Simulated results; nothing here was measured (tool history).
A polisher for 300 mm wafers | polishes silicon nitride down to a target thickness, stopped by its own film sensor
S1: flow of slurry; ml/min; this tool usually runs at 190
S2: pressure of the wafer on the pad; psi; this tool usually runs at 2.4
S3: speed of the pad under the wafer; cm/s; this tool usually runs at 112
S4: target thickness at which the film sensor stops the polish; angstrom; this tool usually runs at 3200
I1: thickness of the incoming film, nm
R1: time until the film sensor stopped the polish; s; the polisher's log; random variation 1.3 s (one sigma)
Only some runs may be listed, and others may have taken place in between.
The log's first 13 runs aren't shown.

| run | day | S1 | S2 | S3 | S4 | I1 | R1 |
|---|---|---|---|---|---|---|---|
| 14 | 44.954 | 190 | 2.4 | 112 | 3200 | 442.6 | 82.1 |
| 15 | 47.854 | 190 | 2.4 | 112 | 3200 | 449.2 | 87.7 |
| 16 | 51.029 | 215 | 2.4 | 112 | 3200 | 448.3 | 89.4 |
|  | 54.25 | slurry nozzle cleaned |
| 17 | 55.033 | 225 | 3 | 112 | 2980 | 456.5 | 85.7 |
| 18 | 56.942 | 220 | 2.4 | 90 | 3200 | 447.6 | 100.1 |
| 19 | 58.588 | 210 | 2.4 | 112 | 3500 | 445.3 | 64.8 |
|  | 59.446 | worn pad replaced by a new one |
| 20 | 60.292 | 255 | 2.4 | 112 | 3200 | 450.3 | 88.7 |
| 21 | 62.262 | 170 | 3.1 | 76 | 2980 | 443.6 | 112.4 |
| 22 | 64.829 | 190 | 2.4 | 78 | 3200 | 451 | 120.4 |
| 23 | 68.129 | 190 | 2.4 | 112 | 3200 | 455.3 | 99.1 |
| 24 | 71.754 | 240 | 2.9 | 82 | 2780 | 444.9 | 130.8 |
|  | 76.221 | slurry nozzle cleaned |
| 25 | 76.242 | 190 | 2.4 | 112 | 3200 | 454.3 | 95.7 |
|  | 77.117 | worn pad replaced by a new one |
| 26 | 78.938 | 150 | 2.4 | 136 | 3400 | 453.1 | 71.4 |
|  | 79.246 | head pressure recalibrated |
| 27 | 87.638 | 190 | 2.7 | 144 | 3580 | 449.6 | 44.5 |
| 28 | 91.346 | 190 | 2.4 | 112 | 3560 | 448.9 | 64 |
| 29 | 93.425 | 190 | 2.4 | 138 | 3200 | 451 | 80.6 |
| 30 | 97.404 | 190 | 2.4 | 112 | 3560 | 456.4 | 73.6 |
|  | 98.333 | slurry nozzle cleaned |
|  | 99.45 | worn pad replaced by a new one |
| 31 | 100.271 | 150 | 1.9 | 132 | 3370 | 452.4 | 86.8 |
| 32 | 101.792 | 240 | 2.4 | 112 | 3200 | 454.6 | 89.1 |

Forecast each of these 3 alternatives for the next run:
| A | 101.808 | 190 | 2.4 | 92 | 3200 | 447.3 | ? |
| B | 101.808 | 190 | 2.4 | 112 | 3430 | 447.3 | ? |
| C | 101.808 | 230 | 2 | 78 | 3630 | 447.3 | ? |

| run | R1 |
|---|---|
| A | 100.6 |
| B | 70.4 |
| C | 87.9 |
Stripped of hidden state, with their random variation kept, the same runs would have yielded:
| run | R1 |
|---|---|
| A | 92 |
| B | 64.4 |
| C | 80.6 |

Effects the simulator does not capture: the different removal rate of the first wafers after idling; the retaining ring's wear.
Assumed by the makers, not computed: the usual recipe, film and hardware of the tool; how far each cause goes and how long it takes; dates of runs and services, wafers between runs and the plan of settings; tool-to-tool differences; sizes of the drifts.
